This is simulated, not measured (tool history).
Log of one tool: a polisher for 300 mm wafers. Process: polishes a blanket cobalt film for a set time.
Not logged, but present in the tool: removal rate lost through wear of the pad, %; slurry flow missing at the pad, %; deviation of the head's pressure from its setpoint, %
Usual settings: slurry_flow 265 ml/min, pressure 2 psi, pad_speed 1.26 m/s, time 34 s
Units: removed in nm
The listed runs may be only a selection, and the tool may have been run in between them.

run,hour,slurry_flow,pressure,pad_speed,time,wafers since the last listed run,wafers polished on this pad,hours since the slurry nozzle was cleaned,hours since the head pressure was calibrated,"incoming thickness of the incoming film, nm",removed
1,0,265,2,1.26,34,0,2002,389.7,595.7,1220.8,179.1
2,32.6,265,2,1.26,34,314,2317,422.3,628.3,1200.8,179.1
# hour 44.2: slurry nozzle cleaned
3,76.9,265,2,1.26,34,417,2734,32.7,672.6,1233.4,181.3
4,104.1,265,2,1.26,34,262,2996,59.9,699.8,1231.7,185.4
5,144.3,265,2,1.26,34,387,3384,100.1,740,1236.2,181.9
# hour 161.5: worn pad replaced by a new one
6,211.2,225,2,1.26,34,606,478,167,806.9,1233.2,179.2
# hour 214.4: head pressure recalibrated
7,269,225,2,1.26,34,537,1016,224.8,54.6,1232.9,179.9
8,293.3,225,2,1.26,34,234,1250,249.1,78.9,1200,177.1
9,337.8,265,2.1,1.26,34,428,1679,293.6,123.4,1237,189.1
10,371.9,195,2,1.26,34,328,2008,327.7,157.5,1221.4,173.5
11,432,195,2,1.26,34,579,2587,387.8,217.6,1218.2,174
# hour 453.3: slurry nozzle cleaned
12,499.7,195,2,1.26,34,642,3230,46.4,285.3,1206.6,182.1
13,570.9,265,2,1.26,34,686,3916,117.6,356.5,1227,181.9
# hour 594.6: worn pad replaced by a new one
14,634.6,265,2,1.26,34,575,385,181.3,420.2,1226.4,183.3
15,692.2,265,2,1.26,34,555,940,238.9,477.8,1226.2,182.6
16,741.5,265,1.7,1.26,39,475,1415,288.2,527.1,1228,177.2
17,776.6,265,2,1.26,34,338,1753,323.3,562.2,1226.9,179.2
18,828.6,265,2,1.26,42,501,2254,375.3,614.2,1193.9,223
# hour 851.3: head pressure recalibrated
# hour 892.5: slurry nozzle cleaned
19,893,265,2,1.26,34,591,2846,0.5,41.7,1220.3,187.4
20,932.9,265,2,1.26,34,384,3231,40.4,81.6,1195.7,184.7
# hour 956.6: worn pad replaced by a new one
21,963.6,265,1.8,0.92,39,257,67,71.1,112.3,1227.1,139.1
22,1021.1,350,2,1.52,25,554,621,128.6,169.8,1242.5,163.6
23,1064.6,265,2,1.26,34,419,1040,172.1,213.3,1211.4,182.9
24,1132.2,265,2.4,1.26,34,651,1692,239.7,280.9,1211.8,216.1
25,1165.5,265,1.5,1.26,34,320,2013,273,314.2,1227.9,136.6
26,1237.2,265,2,1.26,34,691,2704,344.7,385.9,1208.3,179.1
27,1277.3,265,2,1.26,34,386,3090,384.8,426,1228.3,178.1
# hour 1320.6: slurry nozzle cleaned
28,1325.8,265,2,1.26,34,457,3548,5.2,474.5,1218.4,183
# hour 1353.9: worn pad replaced by a new one
29,1354.8,265,2,1.26,34,240,8,34.2,503.5,1222.2,182.9
30,1409.7,180,2,0.98,24,529,538,89.1,558.4,1205.9,96.3
31,1447.1,210,2,1.48,34,360,898,126.5,595.8,1212.7,211.6
32,1474.3,350,2,1.52,25,262,1160,153.7,623,1211.4,165
33,1525.7,310,2,1.26,29,495,1656,205.1,674.4,1217.4,155
# hour 1537.5: head pressure recalibrated
34,1558.9,325,2.3,0.98,34,300,1956,238.3,21.4,1226.7,162.6
35,1607.8,205,2,1.26,34,471,2428,287.2,70.3,1212,176.5
36,1634.1,265,2,1.26,34,253,2681,313.5,96.6,1223.3,179.8
37,1661.9,265,2,1.26,45,267,2949,341.3,124.4,1198.7,234
# hour 1696.8: slurry nozzle cleaned
38,1711.8,235,2.5,1.46,38,471,3420,15,174.3,1217.5,293.2

Run-by-run hidden state of the tool:
removal rate lost through wear of the pad, %: 0, the same for each run
deviation of the head's pressure from its setpoint, %: 0, the same for each run
H1: slurry flow missing at the pad, %
run,H1
1,43.4
2,44
3,11.4
4,17.3
5,24.2
6,32
7,36.3
8,37.7
9,39.6
10,40.7
11,42.1
12,12.1
13,24.2
14,30.8
15,34.7
16,36.9
17,38.1
18,39.4
19,4.04
20,14.5
21,20.8
22,29.4
23,33.8
24,38.5
25,40.1
26,42.5
27,43.4
28,6.93
29,14.6
30,25.4
31,30.6
32,33.6
33,37.9
34,39.9
35,42.2
36,43.1
37,43.9
38,10.5
